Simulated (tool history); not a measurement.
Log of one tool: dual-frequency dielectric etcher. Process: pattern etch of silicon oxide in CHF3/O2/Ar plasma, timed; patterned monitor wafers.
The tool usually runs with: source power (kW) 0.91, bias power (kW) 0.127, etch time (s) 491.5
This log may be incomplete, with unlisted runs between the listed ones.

run,day,source power (kW),bias power (kW),etch time (s),wafers since the last listed run,hours since the last wet clean,hours since the last source power generator calibration,hours since the last bias power generator calibration,hours since the last upper electrode change,hours since the gauge calibration,"read-back reference wafer on the same gauge, depth_nm",mean etch depth across the wafer (nm)
1,0,0.91,0.117,491.5,0,164.5,3830.1,1751.1,4245.6,143.2,1150.6,1000.4
2,0.942,0.91,0.117,491.5,75,187.1,3852.7,1773.7,4268.2,165.8,1149.7,998
3,1.442,0.91,0.117,491.5,40,199.1,3864.7,1785.7,4280.2,177.8,1150,999.6
4,2.604,0.91,0.127,491.5,93,227,3892.6,1813.6,4308.1,205.7,1149.6,1022.2
5,3.892,0.91,0.127,491.5,103,257.9,3923.5,1844.5,4339,236.6,1149.2,1015.3
6,5.067,0.91,0.12,491.5,94,286.1,3951.7,1872.7,4367.2,264.8,1150.3,1009.6
7,6.358,0.91,0.12,491.5,103,317.1,3982.7,1903.7,4398.2,295.8,1150.6,1007.3
# day 11.1: upper electrode replaced
8,11.121,0.82,0.12,491.5,302,431.4,4097,2018,0.5,410.1,1149.7,957.5
9,11.717,0.91,0.127,491.5,47,445.7,4111.3,2032.3,14.8,424.4,1148.9,1017
# day 12.375: source power generator calibrated
10,12.608,0.91,0.153,425,58,467.1,5.6,2053.7,36.2,445.8,1149.9,916.1
# day 13.812: wet clean of the chamber
11,13.833,0.91,0.127,491.5,18,0.5,35,2083.1,65.6,475.2,1150.4,1017.7
# day 14.338: gauge calibrated
12,14.421,1.11,0.127,402,47,14.6,49.1,2097.2,79.7,2,1151,909.7
13,15.042,0.91,0.127,491.5,49,29.5,64,2112.1,94.6,16.9,1151.6,1027.5
14,15.558,0.99,0.146,590,41,41.9,76.4,2124.5,107,29.3,1150.5,1326.5
15,16.408,0.91,0.111,543.5,68,62.3,96.8,2144.9,127.4,49.7,1149.4,1089.5
# day 16.9: bias power generator calibrated
16,17.592,0.99,0.154,491.5,81,90.7,125.2,16.6,155.8,78.1,1150,1108.1
17,18.579,0.91,0.127,454,79,114.4,148.9,40.3,179.5,101.8,1149.7,944.4
18,19.65,0.91,0.141,491.5,86,140.1,174.6,66,205.2,127.5,1149.4,1045.2
19,20.671,1.02,0.141,636,82,164.6,199.1,90.5,229.7,152,1150,1439.6
20,21.933,0.91,0.127,491.5,101,194.9,229.4,120.8,260,182.3,1148,1024.7

Describe how what the log doesn't record of the tool's condition differs between the last listed run preceding each entry between runs and the first listed run following it.
After run 7, before run 8: upper electrode replaced (day 11.1)
  no difference in the tool's unlogged condition between these two runs
After run 9, before run 10: source power generator calibrated (day 12.375)
  no difference in the tool's unlogged condition between these two runs
After run 10, before run 11: wet clean of the chamber (day 13.812)
  no difference in the tool's unlogged condition between these two runs
After run 11, before run 12: gauge calibrated (day 14.338)
  no difference in the tool's unlogged condition between these two runs
After run 15, before run 16: bias power generator calibrated (day 16.9)
  no difference in the tool's unlogged condition between these two runs
